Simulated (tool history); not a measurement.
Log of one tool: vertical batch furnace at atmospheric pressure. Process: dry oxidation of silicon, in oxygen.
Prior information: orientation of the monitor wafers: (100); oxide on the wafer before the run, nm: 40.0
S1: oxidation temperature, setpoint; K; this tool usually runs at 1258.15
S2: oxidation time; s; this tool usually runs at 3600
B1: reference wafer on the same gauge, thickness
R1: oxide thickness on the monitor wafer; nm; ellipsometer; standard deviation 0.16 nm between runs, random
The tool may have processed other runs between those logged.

Run 1, day 0: usual settings; B1 57.95. Result: R1 67.85 nm.
Run 2, day 6.908: usual settings; B1 57.91. Result: R1 67.3 nm.
Run 3, day 9.283: usual settings; B1 57.92. Result: R1 67.47 nm.
Run 4, day 10.3: usual settings but S1 1243.15 K, S2 4350 s; B1 57.88. Result: R1 68.52 nm.
Run 5, day 11.675: usual settings; B1 57.88. Result: R1 67.13 nm.
At day 11.871: gauge calibrated.
Run 6, day 13.588: usual settings; B1 57.9. Result: R1 67.28 nm.
Run 7, day 15.646: usual settings but S1 1274.15 K; B1 57.94. Result: R1 72.73 nm.
Run 8, day 17.575: usual settings but S2 2730 s; B1 57.88. Result: R1 61.3 nm.
Run 9, day 20.129: usual settings but S2 2730 s; B1 57.92. Result: R1 61.23 nm.
Run 10, day 22.608: usual settings but S2 2730 s; B1 57.92. Result: R1 61.62 nm.
Run 11, day 24.221: usual settings; B1 57.86. Result: R1 67.65 nm.
Run 12, day 27.096: usual settings; B1 57.85. Result: R1 67.44 nm.
Run 13, day 29.65: usual settings; B1 57.87. Result: R1 67.66 nm.
Run 14, day 31.525: usual settings but S2 4200 s; B1 57.88. Result: R1 71.37 nm.
Run 15, day 33.183: usual settings but S2 4200 s; B1 57.91. Result: R1 71.19 nm.
Run 16, day 36.083: usual settings but S2 4200 s; B1 57.96. Result: R1 71.19 nm.
Run 17, day 38.225: usual settings but S2 4500 s; B1 57.88. Result: R1 73.02 nm.
Run 18, day 39.758: usual settings but S2 4500 s; B1 57.92. Result: R1 73.48 nm.
Run 19, day 41.112: usual settings but S1 1272.15 K, S2 4980 s; B1 57.92. Result: R1 81.86 nm.
Run 20, day 43.088: usual settings but S1 1278.15 K, S2 2670 s; B1 57.84. Result: R1 65.74 nm.
Run 21, day 44.5: usual settings; B1 57.91. Result: R1 67.21 nm.
Run 22, day 46.379: usual settings but S1 1242.15 K; B1 57.95. Result: R1 63.69 nm.
Run 23, day 51.908: usual settings but S1 1272.15 K, S2 4620 s; B1 57.91. Result: R1 79.2 nm.
Run 24, day 53.221: usual settings but S1 1272.15 K, S2 4980 s; B1 57.92. Result: R1 81.88 nm.
Run 25, day 54.521: usual settings but S1 1281.15 K, S2 2070 s; B1 57.84. Result: R1 61.45 nm.
Run 26, day 56.108: usual settings but S1 1276.15 K, S2 2850 s; B1 57.87. Result: R1 66.57 nm.
At day 57.796: thermocouples replaced and temperature profile calibrated.
Run 27, day 57.817: usual settings but S1 1248.15 K, S2 3060 s; B1 57.88. Result: R1 61.55 nm.
At day 60.317: gauge calibrated.
Run 28, day 60.342: usual settings but S1 1276.15 K; B1 57.94. Result: R1 72.81 nm.
At day 62.583: boat lift adjusted.
Run 29, day 62.604: usual settings; B1 57.9. Result: R1 68.41 nm.
Run 30, day 63.625: usual settings; B1 57.86. Result: R1 68.06 nm.
Run 31, day 65.367: usual settings; B1 57.86. Result: R1 68.29 nm.
Run 32, day 66.375: usual settings but S1 1272.15 K, S2 4980 s; B1 57.86. Result: R1 82.86 nm.
Run 33, day 69.246: usual settings but S1 1274.15 K, S2 4890 s; B1 57.89. Result: R1 83.44 nm.
Run 34, day 70.279: usual settings but S1 1233.15 K, S2 2010 s; B1 57.92. Result: R1 53.39 nm.
Run 35, day 72.138: usual settings but S1 1278.15 K, S2 2370 s; B1 57.89. Result: R1 64.16 nm.
Run 36, day 73.821: usual settings but S1 1240.15 K, S2 5190 s; B1 57.91. Result: R1 72.88 nm.
Run 37, day 76.621: usual settings but S1 1264.15 K, S2 4830 s; B1 57.85. Result: R1 78.69 nm.
Run 38, day 78.333: usual settings but S1 1275.15 K, S2 4770 s; B1 57.89. Result: R1 82.92 nm.
Run 39, day 80.921: usual settings but S2 2190 s; B1 57.91. Result: R1 57.96 nm.

Branching from run 39: 3 alternative next runs. What would each branch give?
Run A, day 81.092: usual settings but S2 2790 s; B1 ?. Result: R1 ?.
Run B, day 81.092: usual settings but S1 1269.15 K, S2 4170 s; B1 ?. Result: R1 ?.
Run C, day 81.092: usual settings but S1 1249.15 K; B1 ?. Result: R1 ?.

run     B1     R1
  A  57.92  62.05
  B  57.92  75.35
  C  57.92  65.45
With the hidden condition removed and each run's random variation left untouched, the same runs would have given:
run     R1
  A  62.23
  B  75.67
  C  65.64
